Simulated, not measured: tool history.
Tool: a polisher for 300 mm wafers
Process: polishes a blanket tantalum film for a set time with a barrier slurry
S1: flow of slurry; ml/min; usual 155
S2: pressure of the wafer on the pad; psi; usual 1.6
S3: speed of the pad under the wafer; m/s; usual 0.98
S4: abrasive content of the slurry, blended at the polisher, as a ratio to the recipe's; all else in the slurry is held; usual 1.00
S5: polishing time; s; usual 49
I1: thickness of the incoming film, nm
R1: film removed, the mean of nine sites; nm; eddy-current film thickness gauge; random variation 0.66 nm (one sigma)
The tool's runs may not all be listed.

run 1 hour=0.0 | S1=155 S2=1.6 S3=0.98 S4=1.00 S5=49 | I1=241.0 | R1=68.3
run 2 hour=17.4 | S1=155 S2=1.6 S3=0.98 S4=1.00 S5=49 | I1=244.3 | R1=68.3
-- hour=25.8 slurry blender recalibrated
run 3 hour=26.3 | S1=155 S2=1.6 S3=0.98 S4=1.00 S5=49 | I1=237.1 | R1=67.9
run 4 hour=37.5 | S1=125 S2=1.6 S3=0.98 S4=1.00 S5=49 | I1=240.4 | R1=62.7
run 5 hour=47.4 | S1=155 S2=1.6 S3=0.98 S4=1.00 S5=49 | I1=241.4 | R1=68.6
run 6 hour=70.6 | S1=155 S2=1.6 S3=0.98 S4=1.00 S5=49 | I1=243.8 | R1=66.3
-- hour=75.6 worn pad replaced by a new one
run 7 hour=77.6 | S1=155 S2=1.6 S3=0.98 S4=1.00 S5=49 | I1=237.3 | R1=65.8
run 8 hour=91.3 | S1=155 S2=1.6 S3=0.98 S4=1.00 S5=49 | I1=239.1 | R1=65.3
-- hour=135.8 slurry nozzle cleaned
run 9 hour=138.3 | S1=155 S2=1.6 S3=0.98 S4=1.00 S5=49 | I1=241.4 | R1=75.9
run 10 hour=144.3 | S1=155 S2=1.6 S3=0.98 S4=1.20 S5=49 | I1=237.9 | R1=79.1
-- hour=162.5 worn pad replaced by a new one
run 11 hour=163.0 | S1=175 S2=1.6 S3=0.98 S4=1.00 S5=54 | I1=241.7 | R1=86.1
run 12 hour=170.4 | S1=155 S2=1.7 S3=1.12 S4=1.00 S5=49 | I1=242.1 | R1=92.9
-- hour=178.1 head pressure recalibrated
run 13 hour=181.2 | S1=155 S2=1.6 S3=0.98 S4=1.00 S5=54 | I1=244.4 | R1=69.8
run 14 hour=187.2 | S1=165 S2=1.6 S3=0.98 S4=1.00 S5=42 | I1=240.8 | R1=55.4
run 15 hour=194.8 | S1=155 S2=1.6 S3=0.98 S4=1.00 S5=63 | I1=243.9 | R1=81.6
run 16 hour=241.9 | S1=185 S2=1.6 S3=0.98 S4=1.00 S5=49 | I1=238.0 | R1=64.1
-- hour=254.1 worn pad replaced by a new one
run 17 hour=257.4 | S1=210 S2=1.2 S3=0.98 S4=0.70 S5=34 | I1=235.7 | R1=30.5
run 18 hour=268.2 | S1=155 S2=1.6 S3=0.98 S4=1.00 S5=49 | I1=238.9 | R1=62.4
run 19 hour=279.2 | S1=155 S2=2.2 S3=0.98 S4=1.00 S5=49 | I1=240.7 | R1=84.8
-- hour=286.6 slurry blender recalibrated
run 20 hour=296.8 | S1=185 S2=1.6 S3=0.98 S4=1.00 S5=49 | I1=241.5 | R1=63.3
run 21 hour=310.8 | S1=155 S2=1.1 S3=0.98 S4=1.15 S5=49 | I1=236.5 | R1=43.1
run 22 hour=323.4 | S1=155 S2=1.6 S3=0.98 S4=1.00 S5=49 | I1=241.4 | R1=59.9
run 23 hour=329.5 | S1=155 S2=1.4 S3=0.78 S4=1.00 S5=49 | I1=243.4 | R1=41.6
run 24 hour=336.2 | S1=130 S2=1.6 S3=0.98 S4=1.30 S5=49 | I1=238.9 | R1=60.5
-- hour=341.3 worn pad replaced by a new one
run 25 hour=346.6 | S1=155 S2=1.6 S3=0.98 S4=1.00 S5=49 | I1=236.8 | R1=59.9
run 26 hour=374.2 | S1=155 S2=1.6 S3=1.14 S4=1.00 S5=49 | I1=238.2 | R1=67.8
run 27 hour=380.5 | S1=155 S2=1.6 S3=0.98 S4=1.00 S5=49 | I1=243.8 | R1=58.0
run 28 hour=397.6 | S1=195 S2=1.8 S3=0.76 S4=1.10 S5=49 | I1=242.9 | R1=55.5

Forecast each of these 4 alternatives for the next run:
run A hour=398.0 | S1=155 S2=1.6 S3=0.98 S4=1.00 S5=49 | I1=241.7 | R1=?
run B hour=398.0 | S1=115 S2=1.2 S3=0.98 S4=1.25 S5=56 | I1=241.7 | R1=?
run C hour=398.0 | S1=195 S2=1.0 S3=1.18 S4=1.00 S5=40 | I1=241.7 | R1=?
run D hour=398.0 | S1=155 S2=1.1 S3=0.66 S4=1.00 S5=49 | I1=241.7 | R1=?

run=A R1=57.6
run=B R1=46.9
run=C R1=37.4
run=D R1=27.2
Without the tool's hidden state the same runs would have given:
run=A R1=66.1
run=B R1=56.3
run=C R1=41.9
run=D R1=31.2

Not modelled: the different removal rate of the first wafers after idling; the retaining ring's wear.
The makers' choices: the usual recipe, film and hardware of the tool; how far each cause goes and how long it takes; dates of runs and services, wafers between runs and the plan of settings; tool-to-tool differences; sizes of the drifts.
